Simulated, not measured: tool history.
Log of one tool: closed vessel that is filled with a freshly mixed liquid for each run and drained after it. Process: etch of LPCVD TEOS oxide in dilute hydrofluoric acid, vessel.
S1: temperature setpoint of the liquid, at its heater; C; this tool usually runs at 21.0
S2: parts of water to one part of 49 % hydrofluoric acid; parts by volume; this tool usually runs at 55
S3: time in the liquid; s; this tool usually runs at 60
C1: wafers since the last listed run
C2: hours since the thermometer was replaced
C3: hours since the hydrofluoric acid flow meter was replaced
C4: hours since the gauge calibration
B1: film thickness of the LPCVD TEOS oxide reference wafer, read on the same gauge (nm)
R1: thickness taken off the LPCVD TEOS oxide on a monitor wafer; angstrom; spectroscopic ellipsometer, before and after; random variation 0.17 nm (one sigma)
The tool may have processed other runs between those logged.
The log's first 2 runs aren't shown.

-- hour=74.1 thermometer replaced
run 3 hour=83.4 | S1=21.0 S2=55 S3=60 | C1=4821 C2=9.3 C3=811.8 C4=1309.6 | B1=90.01 | R1=200.1
run 4 hour=137.0 | S1=21.0 S2=65 S3=60 | C1=7003 C2=62.9 C3=865.4 C4=1363.2 | B1=89.99 | R1=164.7
run 5 hour=183.1 | S1=21.0 S2=65 S3=60 | C1=6023 C2=109.0 C3=911.5 C4=1409.3 | B1=90.03 | R1=167.0
run 6 hour=326.2 | S1=21.0 S2=65 S3=60 | C1=18698 C2=252.1 C3=1054.6 C4=1552.4 | B1=90.01 | R1=167.6
-- hour=338.2 hydrofluoric acid flow meter replaced
run 7 hour=377.8 | S1=21.0 S2=55 S3=60 | C1=6611 C2=303.7 C3=39.6 C4=1604.0 | B1=89.98 | R1=205.6
run 8 hour=411.0 | S1=21.0 S2=55 S3=60 | C1=4338 C2=336.9 C3=72.8 C4=1637.2 | B1=89.95 | R1=202.7
run 9 hour=482.0 | S1=21.0 S2=55 S3=60 | C1=9277 C2=407.9 C3=143.8 C4=1708.2 | B1=90.03 | R1=199.6
run 10 hour=526.2 | S1=21.0 S2=55 S3=70 | C1=5775 C2=452.1 C3=188.0 C4=1752.4 | B1=89.98 | R1=237.6
run 11 hour=558.9 | S1=21.0 S2=55 S3=60 | C1=4272 C2=484.8 C3=220.7 C4=1785.1 | B1=90.00 | R1=204.3
-- hour=567.3 thermometer replaced
run 12 hour=619.8 | S1=17.0 S2=45 S3=80 | C1=7827 C2=52.5 C3=281.6 C4=1846.0 | B1=90.03 | R1=272.6
run 13 hour=650.9 | S1=17.0 S2=70 S3=90 | C1=4063 C2=83.6 C3=312.7 C4=1877.1 | B1=89.98 | R1=189.3
run 14 hour=680.6 | S1=22.5 S2=45 S3=30 | C1=3880 C2=113.3 C3=342.4 C4=1906.8 | B1=89.97 | R1=129.4
run 15 hour=726.6 | S1=21.0 S2=55 S3=35 | C1=6010 C2=159.3 C3=388.4 C4=1952.8 | B1=90.01 | R1=115.1
run 16 hour=762.8 | S1=22.5 S2=40 S3=60 | C1=4730 C2=195.5 C3=424.6 C4=1989.0 | B1=89.96 | R1=291.3
run 17 hour=816.4 | S1=21.0 S2=35 S3=60 | C1=7003 C2=249.1 C3=478.2 C4=2042.6 | B1=89.96 | R1=319.0
run 18 hour=1013.6 | S1=24.5 S2=55 S3=90 | C1=25768 C2=446.3 C3=675.4 C4=2239.8 | B1=89.97 | R1=348.8
run 19 hour=1046.3 | S1=21.0 S2=55 S3=60 | C1=4272 C2=479.0 C3=708.1 C4=2272.5 | B1=90.00 | R1=201.8
run 20 hour=1075.2 | S1=21.0 S2=65 S3=60 | C1=3776 C2=507.9 C3=737.0 C4=2301.4 | B1=89.96 | R1=170.4
run 21 hour=1114.6 | S1=17.5 S2=80 S3=70 | C1=5148 C2=547.3 C3=776.4 C4=2340.8 | B1=90.01 | R1=135.5
-- hour=1121.1 thermometer replaced
-- hour=1123.7 gauge calibrated
run 22 hour=1168.3 | S1=17.0 S2=75 S3=45 | C1=6886 C2=47.2 C3=830.1 C4=44.6 | B1=90.00 | R1=89.1
run 23 hour=1193.9 | S1=21.0 S2=40 S3=40 | C1=3345 C2=72.8 C3=855.7 C4=70.2 | B1=90.01 | R1=183.8
run 24 hour=1250.7 | S1=17.0 S2=75 S3=90 | C1=7422 C2=129.6 C3=912.5 C4=127.0 | B1=89.96 | R1=178.7
run 25 hour=1290.4 | S1=21.0 S2=30 S3=40 | C1=5187 C2=169.3 C3=952.2 C4=166.7 | B1=89.96 | R1=247.7
run 26 hour=1316.2 | S1=21.0 S2=55 S3=75 | C1=3371 C2=195.1 C3=978.0 C4=192.5 | B1=89.99 | R1=246.0

Estimate the outcome of run 27 from the log above:
run 27 hour=1375.2 | S1=21.0 S2=55 S3=60 | C1=7709 C2=254.1 C3=1037.0 C4=251.5 | B1=? | R1=?

{"run 27": {"B1": 90.05, "R1": 199.8}}
On a tool with no hidden condition, and with the same random variation, this run would have come out at R1 193.9 angstrom.

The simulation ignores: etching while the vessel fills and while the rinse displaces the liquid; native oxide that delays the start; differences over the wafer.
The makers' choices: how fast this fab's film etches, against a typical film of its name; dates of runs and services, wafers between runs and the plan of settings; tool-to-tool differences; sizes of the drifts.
